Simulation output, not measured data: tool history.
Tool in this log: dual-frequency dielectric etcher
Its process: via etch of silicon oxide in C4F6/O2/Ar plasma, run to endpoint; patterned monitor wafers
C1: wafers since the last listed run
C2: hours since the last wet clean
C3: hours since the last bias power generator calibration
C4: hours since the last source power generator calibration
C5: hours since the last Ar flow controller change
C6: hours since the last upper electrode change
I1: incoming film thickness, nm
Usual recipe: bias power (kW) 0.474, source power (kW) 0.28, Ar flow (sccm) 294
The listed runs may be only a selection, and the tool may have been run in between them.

run 1 day=0 | bias_power_(kW)=0.474 source_power_(kW)=0.28 Ar_flow_(sccm)=294 | C1=0 C2=220.8 C3=388.3 C4=1762.3 C5=1269.5 C6=2389.9 | I1=122.7 | endpoint_time_(s)=32.2
-- day=10.975 wet clean of the chamber
run 2 day=10.996 | bias_power_(kW)=0.474 source_power_(kW)=0.28 Ar_flow_(sccm)=294 | C1=4351 C2=0.5 C3=652.2 C4=2026.2 C5=1533.4 C6=2653.8 | I1=123.2 | endpoint_time_(s)=33.1
run 3 day=12.462 | bias_power_(kW)=0.474 source_power_(kW)=0.33 Ar_flow_(sccm)=294 | C1=638 C2=35.7 C3=687.4 C4=2061.4 C5=1568.6 C6=2689 | I1=121.7 | endpoint_time_(s)=31
run 4 day=24.896 | bias_power_(kW)=0.55 source_power_(kW)=0.28 Ar_flow_(sccm)=294 | C1=5412 C2=334.1 C3=985.8 C4=2359.8 C5=1867 C6=2987.4 | I1=125.4 | endpoint_time_(s)=31.5
run 5 day=29.029 | bias_power_(kW)=0.55 source_power_(kW)=0.28 Ar_flow_(sccm)=294 | C1=1799 C2=433.3 C3=1085 C4=2459 C5=1966.2 C6=3086.6 | I1=122.9 | endpoint_time_(s)=30.1
-- day=31.129 wet clean of the chamber
run 6 day=32.242 | bias_power_(kW)=0.55 source_power_(kW)=0.28 Ar_flow_(sccm)=294 | C1=963 C2=26.7 C3=1162.1 C4=2536.1 C5=2043.3 C6=3163.7 | I1=125 | endpoint_time_(s)=31.4
run 7 day=35.475 | bias_power_(kW)=0.474 source_power_(kW)=0.28 Ar_flow_(sccm)=294 | C1=1407 C2=104.3 C3=1239.7 C4=2613.7 C5=2120.9 C6=3241.3 | I1=124.9 | endpoint_time_(s)=33.1
run 8 day=39.029 | bias_power_(kW)=0.474 source_power_(kW)=0.28 Ar_flow_(sccm)=294 | C1=1547 C2=189.6 C3=1325 C4=2699 C5=2206.2 C6=3326.6 | I1=124.1 | endpoint_time_(s)=32.6
-- day=51.479 upper electrode replaced
run 9 day=51.5 | bias_power_(kW)=0.448 source_power_(kW)=0.28 Ar_flow_(sccm)=294 | C1=4993 C2=488.9 C3=1624.3 C4=2998.3 C5=2505.5 C6=0.5 | I1=124 | endpoint_time_(s)=32.1
run 10 day=54.971 | bias_power_(kW)=0.448 source_power_(kW)=0.28 Ar_flow_(sccm)=294 | C1=1511 C2=572.2 C3=1707.6 C4=3081.6 C5=2588.8 C6=83.8 | I1=122.5 | endpoint_time_(s)=31.4
-- day=55.158 source power generator calibrated
-- day=57.308 wet clean of the chamber
run 11 day=57.329 | bias_power_(kW)=0.474 source_power_(kW)=0.28 Ar_flow_(sccm)=294 | C1=518 C2=0.5 C3=1764.2 C4=52.1 C5=2645.4 C6=140.4 | I1=124.3 | endpoint_time_(s)=33.1
run 12 day=61.212 | bias_power_(kW)=0.474 source_power_(kW)=0.28 Ar_flow_(sccm)=294 | C1=1690 C2=93.7 C3=1857.4 C4=145.3 C5=2738.6 C6=233.6 | I1=123 | endpoint_time_(s)=32.4
run 13 day=63.175 | bias_power_(kW)=0.474 source_power_(kW)=0.28 Ar_flow_(sccm)=294 | C1=854 C2=140.8 C3=1904.5 C4=192.4 C5=2785.7 C6=280.7 | I1=122.6 | endpoint_time_(s)=32.2
run 14 day=66.242 | bias_power_(kW)=0.513 source_power_(kW)=0.28 Ar_flow_(sccm)=294 | C1=1335 C2=214.4 C3=1978.1 C4=266 C5=2859.3 C6=354.3 | I1=124.2 | endpoint_time_(s)=31.9
run 15 day=68.546 | bias_power_(kW)=0.402 source_power_(kW)=0.26 Ar_flow_(sccm)=275 | C1=1003 C2=269.7 C3=2033.4 C4=321.3 C5=2914.6 C6=409.6 | I1=123.9 | endpoint_time_(s)=34.9
run 16 day=70.992 | bias_power_(kW)=0.474 source_power_(kW)=0.28 Ar_flow_(sccm)=260 | C1=1064 C2=328.4 C3=2092.1 C4=380 C5=2973.3 C6=468.3 | I1=123.8 | endpoint_time_(s)=31.7
run 17 day=74.488 | bias_power_(kW)=0.561 source_power_(kW)=0.3 Ar_flow_(sccm)=349 | C1=1521 C2=412.3 C3=2176 C4=463.9 C5=3057.2 C6=552.2 | I1=124 | endpoint_time_(s)=30.4
-- day=76.683 Ar flow controller replaced
run 18 day=78.483 | bias_power_(kW)=0.474 source_power_(kW)=0.22 Ar_flow_(sccm)=294 | C1=1630 C2=508.2 C3=2271.9 C4=559.8 C5=43.2 C6=648.1 | I1=123.9 | endpoint_time_(s)=34.5
run 19 day=82.104 | bias_power_(kW)=0.474 source_power_(kW)=0.3 Ar_flow_(sccm)=357 | C1=1576 C2=595.1 C3=2358.8 C4=646.7 C5=130.1 C6=735 | I1=124 | endpoint_time_(s)=31.3
-- day=83.917 wet clean of the chamber
run 20 day=85.088 | bias_power_(kW)=0.433 source_power_(kW)=0.28 Ar_flow_(sccm)=294 | C1=863 C2=28.1 C3=2430.4 C4=718.3 C5=201.7 C6=806.6 | I1=123.6 | endpoint_time_(s)=34.2
run 21 day=88.538 | bias_power_(kW)=0.474 source_power_(kW)=0.28 Ar_flow_(sccm)=294 | C1=1501 C2=110.9 C3=2513.2 C4=801.1 C5=284.5 C6=889.4 | I1=124.4 | endpoint_time_(s)=33
-- day=89.008 bias power generator calibrated
run 22 day=92.183 | bias_power_(kW)=0.474 source_power_(kW)=0.28 Ar_flow_(sccm)=294 | C1=1514 C2=198.4 C3=76.2 C4=888.6 C5=372 C6=976.9 | I1=124.2 | endpoint_time_(s)=33.5
run 23 day=96.517 | bias_power_(kW)=0.474 source_power_(kW)=0.28 Ar_flow_(sccm)=294 | C1=1886 C2=302.4 C3=180.2 C4=992.6 C5=476 C6=1080.9 | I1=124.1 | endpoint_time_(s)=32.7
run 24 day=100.933 | bias_power_(kW)=0.474 source_power_(kW)=0.28 Ar_flow_(sccm)=294 | C1=1922 C2=408.4 C3=286.2 C4=1098.6 C5=582 C6=1186.9 | I1=123.2 | endpoint_time_(s)=32
run 25 day=104.642 | bias_power_(kW)=0.474 source_power_(kW)=0.28 Ar_flow_(sccm)=294 | C1=1614 C2=497.4 C3=375.2 C4=1187.6 C5=671 C6=1275.9 | I1=124.8 | endpoint_time_(s)=32
run 26 day=106.338 | bias_power_(kW)=0.533 source_power_(kW)=0.28 Ar_flow_(sccm)=360 | C1=738 C2=538.1 C3=415.9 C4=1228.3 C5=711.7 C6=1316.6 | I1=122.4 | endpoint_time_(s)=31.5
-- day=109.167 wet clean of the chamber
run 27 day=109.188 | bias_power_(kW)=0.474 source_power_(kW)=0.22 Ar_flow_(sccm)=262 | C1=805 C2=0.5 C3=484.3 C4=1296.7 C5=780.1 C6=1385 | I1=123.7 | endpoint_time_(s)=35.6
run 28 day=113.071 | bias_power_(kW)=0.474 source_power_(kW)=0.31 Ar_flow_(sccm)=232 | C1=1690 C2=93.7 C3=577.5 C4=1389.9 C5=873.3 C6=1478.2 | I1=124.9 | endpoint_time_(s)=30.2
run 29 day=117.508 | bias_power_(kW)=0.36 source_power_(kW)=0.23 Ar_flow_(sccm)=345 | C1=1931 C2=200.2 C3=684 C4=1496.4 C5=979.8 C6=1584.7 | I1=124.2 | endpoint_time_(s)=39.5

4 options for the next run, each taken on its own from the tool as it stands now. Forecast them:
run A day=117.525 | bias_power_(kW)=0.517 source_power_(kW)=0.28 Ar_flow_(sccm)=294 | C1=7 C2=200.6 C3=684.4 C4=1496.8 C5=980.2 C6=1585.1 | I1=125.1 | endpoint_time_(s)=?
run B day=117.525 | bias_power_(kW)=0.529 source_power_(kW)=0.31 Ar_flow_(sccm)=350 | C1=7 C2=200.6 C3=684.4 C4=1496.8 C5=980.2 C6=1585.1 | I1=125.1 | endpoint_time_(s)=?
run C day=117.525 | bias_power_(kW)=0.364 source_power_(kW)=0.32 Ar_flow_(sccm)=294 | C1=7 C2=200.6 C3=684.4 C4=1496.8 C5=980.2 C6=1585.1 | I1=125.1 | endpoint_time_(s)=?
run D day=117.525 | bias_power_(kW)=0.557 source_power_(kW)=0.28 Ar_flow_(sccm)=260 | C1=7 C2=200.6 C3=684.4 C4=1496.8 C5=980.2 C6=1585.1 | I1=125.1 | endpoint_time_(s)=?

run=A endpoint_time_(s)=32.3
run=B endpoint_time_(s)=31.8
run=C endpoint_time_(s)=33.9
run=D endpoint_time_(s)=30.9
With the hidden condition removed and each run's random variation left untouched, the same runs would have given:
run=A endpoint_time_(s)=33.1
run=B endpoint_time_(s)=32.5
run=C endpoint_time_(s)=34.7
run=D endpoint_time_(s)=31.6
